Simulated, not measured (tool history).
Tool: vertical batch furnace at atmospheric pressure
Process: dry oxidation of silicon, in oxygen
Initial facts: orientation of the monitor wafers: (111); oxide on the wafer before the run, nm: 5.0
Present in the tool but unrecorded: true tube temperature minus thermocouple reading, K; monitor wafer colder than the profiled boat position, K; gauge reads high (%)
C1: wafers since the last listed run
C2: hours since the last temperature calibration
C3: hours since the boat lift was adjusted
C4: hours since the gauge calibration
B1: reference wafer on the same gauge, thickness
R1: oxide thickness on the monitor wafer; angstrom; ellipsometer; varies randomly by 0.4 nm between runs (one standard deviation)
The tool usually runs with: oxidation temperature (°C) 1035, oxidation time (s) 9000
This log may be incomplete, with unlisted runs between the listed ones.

run 1 day=0 | oxidation_temperature_(°C)=1035 oxidation_time_(s)=9000 | C1=0 C2=2036.9 C3=3813 C4=83.1 | B1=186.04 | R1=1666.2
run 2 day=2.304 | oxidation_temperature_(°C)=1035 oxidation_time_(s)=9000 | C1=558 C2=2092.2 C3=3868.3 C4=138.4 | B1=186.01 | R1=1662.8
run 3 day=6.196 | oxidation_temperature_(°C)=1026 oxidation_time_(s)=6360 | C1=944 C2=2185.6 C3=3961.7 C4=231.8 | B1=186.09 | R1=1278.5
run 4 day=8.138 | oxidation_temperature_(°C)=1026 oxidation_time_(s)=6360 | C1=470 C2=2232.2 C3=4008.3 C4=278.4 | B1=185.82 | R1=1278.6
run 5 day=10.058 | oxidation_temperature_(°C)=1026 oxidation_time_(s)=6360 | C1=465 C2=2278.3 C3=4054.4 C4=324.5 | B1=186.12 | R1=1270.9
run 6 day=11.842 | oxidation_temperature_(°C)=1035 oxidation_time_(s)=9000 | C1=432 C2=2321.1 C3=4097.2 C4=367.3 | B1=185.87 | R1=1658
run 7 day=15.825 | oxidation_temperature_(°C)=1021 oxidation_time_(s)=9000 | C1=966 C2=2416.7 C3=4192.8 C4=462.9 | B1=186.11 | R1=1530.7
run 8 day=19.929 | oxidation_temperature_(°C)=1021 oxidation_time_(s)=9000 | C1=995 C2=2515.2 C3=4291.3 C4=561.4 | B1=186.02 | R1=1520.1
run 9 day=22.738 | oxidation_temperature_(°C)=1021 oxidation_time_(s)=9000 | C1=681 C2=2582.6 C3=4358.7 C4=628.8 | B1=186.25 | R1=1527.3
run 10 day=25.533 | oxidation_temperature_(°C)=1035 oxidation_time_(s)=9000 | C1=678 C2=2649.7 C3=4425.8 C4=695.9 | B1=185.89 | R1=1651.9
run 11 day=28.904 | oxidation_temperature_(°C)=1035 oxidation_time_(s)=9000 | C1=817 C2=2730.6 C3=4506.7 C4=776.8 | B1=185.97 | R1=1656.1
run 12 day=30.788 | oxidation_temperature_(°C)=1017 oxidation_time_(s)=9000 | C1=456 C2=2775.8 C3=4551.9 C4=822 | B1=186.09 | R1=1484.7
run 13 day=33.496 | oxidation_temperature_(°C)=1017 oxidation_time_(s)=9000 | C1=656 C2=2840.8 C3=4616.9 C4=887 | B1=185.94 | R1=1489.1
run 14 day=35.738 | oxidation_temperature_(°C)=1017 oxidation_time_(s)=9000 | C1=543 C2=2894.6 C3=4670.7 C4=940.8 | B1=185.91 | R1=1481.9
run 15 day=39.183 | oxidation_temperature_(°C)=1035 oxidation_time_(s)=7770 | C1=835 C2=2977.3 C3=4753.4 C4=1023.5 | B1=186.17 | R1=1509.9
-- day=42.212 thermocouples replaced and temperature profile calibrated
run 16 day=48.996 | oxidation_temperature_(°C)=1035 oxidation_time_(s)=7770 | C1=2137 C2=162.8 C3=4988.9 C4=1259 | B1=186.07 | R1=1506.9
run 17 day=59.529 | oxidation_temperature_(°C)=1035 oxidation_time_(s)=7770 | C1=2555 C2=415.6 C3=5241.7 C4=1511.8 | B1=186.12 | R1=1507.7
run 18 day=63.392 | oxidation_temperature_(°C)=1035 oxidation_time_(s)=11250 | C1=936 C2=508.3 C3=5334.4 C4=1604.5 | B1=186.11 | R1=1888.6
-- day=65.858 boat lift adjusted
run 19 day=65.879 | oxidation_temperature_(°C)=1026 oxidation_time_(s)=10290 | C1=360 C2=568 C3=0.5 C4=1664.2 | B1=185.83 | R1=1729.9
run 20 day=68.867 | oxidation_temperature_(°C)=1044 oxidation_time_(s)=11640 | C1=724 C2=639.7 C3=72.2 C4=1735.9 | B1=186.06 | R1=2055.2
run 21 day=70.942 | oxidation_temperature_(°C)=1035 oxidation_time_(s)=9000 | C1=503 C2=689.5 C3=122 C4=1785.7 | B1=186.01 | R1=1683
run 22 day=72.708 | oxidation_temperature_(°C)=1051 oxidation_time_(s)=9000 | C1=428 C2=731.9 C3=164.4 C4=1828.1 | B1=186.01 | R1=1831.5
run 23 day=76.892 | oxidation_temperature_(°C)=1059 oxidation_time_(s)=11730 | C1=1014 C2=832.3 C3=264.8 C4=1928.5 | B1=185.81 | R1=2235.7
run 24 day=80.021 | oxidation_temperature_(°C)=1018 oxidation_time_(s)=5910 | C1=759 C2=907.4 C3=339.9 C4=2003.6 | B1=186.07 | R1=1169.1
run 25 day=82 | oxidation_temperature_(°C)=1026 oxidation_time_(s)=6360 | C1=480 C2=954.9 C3=387.4 C4=2051.1 | B1=185.85 | R1=1287.4
run 26 day=84.088 | oxidation_temperature_(°C)=1045 oxidation_time_(s)=5820 | C1=506 C2=1005 C3=437.5 C4=2101.2 | B1=186 | R1=1364.5
-- day=85.7 gauge calibrated
run 27 day=86.562 | oxidation_temperature_(°C)=1021 oxidation_time_(s)=12510 | C1=600 C2=1064.4 C3=496.9 C4=20.7 | B1=186.01 | R1=1884.4
run 28 day=88.654 | oxidation_temperature_(°C)=1049 oxidation_time_(s)=7800 | C1=507 C2=1114.6 C3=547.1 C4=70.9 | B1=185.95 | R1=1664.5
run 29 day=91.554 | oxidation_temperature_(°C)=1035 oxidation_time_(s)=9000 | C1=703 C2=1184.2 C3=616.7 C4=140.5 | B1=186.1 | R1=1683.7
run 30 day=93.425 | oxidation_temperature_(°C)=1035 oxidation_time_(s)=9000 | C1=453 C2=1229.1 C3=661.6 C4=185.4 | B1=185.87 | R1=1674.9
run 31 day=97.354 | oxidation_temperature_(°C)=1054 oxidation_time_(s)=9000 | C1=953 C2=1323.4 C3=755.9 C4=279.7 | B1=186 | R1=1866.4
run 32 day=100.588 | oxidation_temperature_(°C)=1014 oxidation_time_(s)=11550 | C1=784 C2=1401 C3=833.5 C4=357.3 | B1=185.79 | R1=1720.8
run 33 day=102.858 | oxidation_temperature_(°C)=1026 oxidation_time_(s)=11280 | C1=550 C2=1455.5 C3=888 C4=411.8 | B1=186.04 | R1=1830.3
run 34 day=105.392 | oxidation_temperature_(°C)=1017 oxidation_time_(s)=7560 | C1=614 C2=1516.3 C3=948.8 C4=472.6 | B1=185.88 | R1=1351.9
run 35 day=109.279 | oxidation_temperature_(°C)=1042 oxidation_time_(s)=9000 | C1=943 C2=1609.6 C3=1042.1 C4=565.9 | B1=186.1 | R1=1749.7
run 36 day=112.283 | oxidation_temperature_(°C)=1035 oxidation_time_(s)=5010 | C1=728 C2=1681.7 C3=1114.2 C4=638 | B1=185.91 | R1=1168.2
run 37 day=114.421 | oxidation_temperature_(°C)=1035 oxidation_time_(s)=9000 | C1=518 C2=1733 C3=1165.5 C4=689.3 | B1=185.93 | R1=1683.8
run 38 day=119.5 | oxidation_temperature_(°C)=1048 oxidation_time_(s)=13320 | C1=1232 C2=1854.9 C3=1287.4 C4=811.2 | B1=186.02 | R1=2274.9
run 39 day=123.417 | oxidation_temperature_(°C)=1010 oxidation_time_(s)=9000 | C1=950 C2=1948.9 C3=1381.4 C4=905.2 | B1=185.79 | R1=1436.9

Give the tool's hidden conditions for every run:
true tube temperature minus thermocouple reading, K: 0 in every run
gauge reads high (%): 0 in every run
H1: monitor wafer colder than the profiled boat position, K
run=1 H1=2.34
run=2 H1=2.4
run=3 H1=2.51
run=4 H1=2.56
run=5 H1=2.61
run=6 H1=2.66
run=7 H1=2.77
run=8 H1=2.89
run=9 H1=2.97
run=10 H1=3.05
run=11 H1=3.15
run=12 H1=3.21
run=13 H1=3.29
run=14 H1=3.37
run=15 H1=3.47
run=16 H1=3.8
run=17 H1=4.16
run=18 H1=4.3
run=19 H1=0.783
run=20 H1=0.783
run=21 H1=0.785
run=22 H1=0.786
run=23 H1=0.793
run=24 H1=0.799
run=25 H1=0.804
run=26 H1=0.81
run=27 H1=0.817
run=28 H1=0.825
run=29 H1=0.836
run=30 H1=0.844
run=31 H1=0.863
run=32 H1=0.88
run=33 H1=0.893
run=34 H1=0.909
run=35 H1=0.935
run=36 H1=0.957
run=37 H1=0.973
run=38 H1=1.02
run=39 H1=1.05

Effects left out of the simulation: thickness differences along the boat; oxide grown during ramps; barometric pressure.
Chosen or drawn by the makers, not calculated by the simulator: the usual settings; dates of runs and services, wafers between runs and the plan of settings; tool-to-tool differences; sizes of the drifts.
